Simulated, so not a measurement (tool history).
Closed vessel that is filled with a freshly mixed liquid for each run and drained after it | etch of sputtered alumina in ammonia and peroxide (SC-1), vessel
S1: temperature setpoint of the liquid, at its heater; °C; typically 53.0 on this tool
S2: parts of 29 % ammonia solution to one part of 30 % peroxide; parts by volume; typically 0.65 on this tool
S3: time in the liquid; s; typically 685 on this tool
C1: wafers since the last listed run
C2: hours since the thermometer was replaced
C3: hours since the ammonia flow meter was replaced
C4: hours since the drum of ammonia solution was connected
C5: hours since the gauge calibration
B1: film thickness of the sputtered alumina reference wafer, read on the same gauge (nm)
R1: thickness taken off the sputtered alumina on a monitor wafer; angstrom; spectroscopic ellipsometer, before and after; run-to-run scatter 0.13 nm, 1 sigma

{"run": 1, "hour": 0.0, "S1": 53.0, "S2": 0.65, "S3": 685, "C1": 0, "C2": 436.2, "C3": 44.6, "C4": 187.7, "C5": 1280.7, "B1": 60.02, "R1": 294.9}
{"run": 2, "hour": 37.3, "S1": 53.0, "S2": 0.65, "S3": 685, "C1": 1511, "C2": 473.5, "C3": 81.9, "C4": 225.0, "C5": 1318.0, "B1": 60.0, "R1": 296.0}
{"run": 3, "hour": 89.9, "S1": 53.0, "S2": 0.65, "S3": 685, "C1": 2131, "C2": 526.1, "C3": 134.5, "C4": 277.6, "C5": 1370.6, "B1": 59.99, "R1": 295.3}
{"run": 4, "hour": 192.7, "S1": 53.0, "S2": 0.65, "S3": 685, "C1": 4165, "C2": 628.9, "C3": 237.3, "C4": 380.4, "C5": 1473.4, "B1": 59.98, "R1": 292.8}
{"run": 5, "hour": 264.5, "S1": 53.0, "S2": 0.65, "S3": 685, "C1": 2909, "C2": 700.7, "C3": 309.1, "C4": 452.2, "C5": 1545.2, "B1": 60.02, "R1": 297.2}
{"run": 6, "hour": 312.8, "S1": 53.0, "S2": 0.65, "S3": 785, "C1": 1957, "C2": 749.0, "C3": 357.4, "C4": 500.5, "C5": 1593.5, "B1": 59.99, "R1": 338.7}
{"run": 7, "hour": 385.3, "S1": 53.0, "S2": 0.65, "S3": 560, "C1": 2937, "C2": 821.5, "C3": 429.9, "C4": 573.0, "C5": 1666.0, "B1": 60.05, "R1": 243.6}
{"hour": 449.8, "done": "ammonia flow meter replaced"}
{"run": 8, "hour": 465.0, "S1": 53.0, "S2": 0.65, "S3": 560, "C1": 3188, "C2": 901.2, "C3": 15.2, "C4": 652.7, "C5": 1745.7, "B1": 60.05, "R1": 240.2}
{"run": 9, "hour": 550.4, "S1": 53.0, "S2": 0.65, "S3": 560, "C1": 3460, "C2": 986.6, "C3": 100.6, "C4": 738.1, "C5": 1831.1, "B1": 60.05, "R1": 243.6}
{"hour": 568.9, "done": "new drum of ammonia solution connected"}
{"hour": 657.0, "done": "thermometer replaced"}
{"run": 10, "hour": 839.6, "S1": 53.0, "S2": 0.65, "S3": 685, "C1": 11637, "C2": 182.6, "C3": 389.8, "C4": 270.7, "C5": 2120.3, "B1": 60.01, "R1": 307.2}
{"hour": 890.1, "done": "ammonia flow meter replaced"}
{"run": 11, "hour": 928.4, "S1": 53.0, "S2": 0.65, "S3": 685, "C1": 3557, "C2": 271.4, "C3": 38.3, "C4": 359.5, "C5": 2209.1, "B1": 59.99, "R1": 306.8}
{"hour": 986.3, "done": "thermometer replaced, repeated, since the last time left the tool worse"}
{"run": 12, "hour": 1024.8, "S1": 53.0, "S2": 0.65, "S3": 685, "C1": 3865, "C2": 38.5, "C3": 134.7, "C4": 455.9, "C5": 2305.5, "B1": 59.99, "R1": 290.3}
{"run": 13, "hour": 1068.7, "S1": 59.0, "S2": 0.85, "S3": 420, "C1": 1778, "C2": 82.4, "C3": 178.6, "C4": 499.8, "C5": 2349.4, "B1": 59.96, "R1": 251.6}
{"hour": 1068.7, "done": "gauge calibrated"}
{"run": 14, "hour": 1141.6, "S1": 53.0, "S2": 0.65, "S3": 685, "C1": 2953, "C2": 155.3, "C3": 251.5, "C4": 572.7, "C5": 72.9, "B1": 60.03, "R1": 291.5}

Estimate the outcome of run 15 from the log above:
{"run": 15, "hour": 1216.5, "S1": 46.5, "S2": 0.9, "S3": 1075, "C1": 3034, "C2": 230.2, "C3": 326.4, "C4": 647.6, "C5": 147.8, "B1": "?", "R1": "?"}

Run 15 gave B1 60.02, R1 330.9 angstrom.
Take away the tool's hidden state, keep the run-to-run variation as it was, and the same run would have given R1 328.8 angstrom.

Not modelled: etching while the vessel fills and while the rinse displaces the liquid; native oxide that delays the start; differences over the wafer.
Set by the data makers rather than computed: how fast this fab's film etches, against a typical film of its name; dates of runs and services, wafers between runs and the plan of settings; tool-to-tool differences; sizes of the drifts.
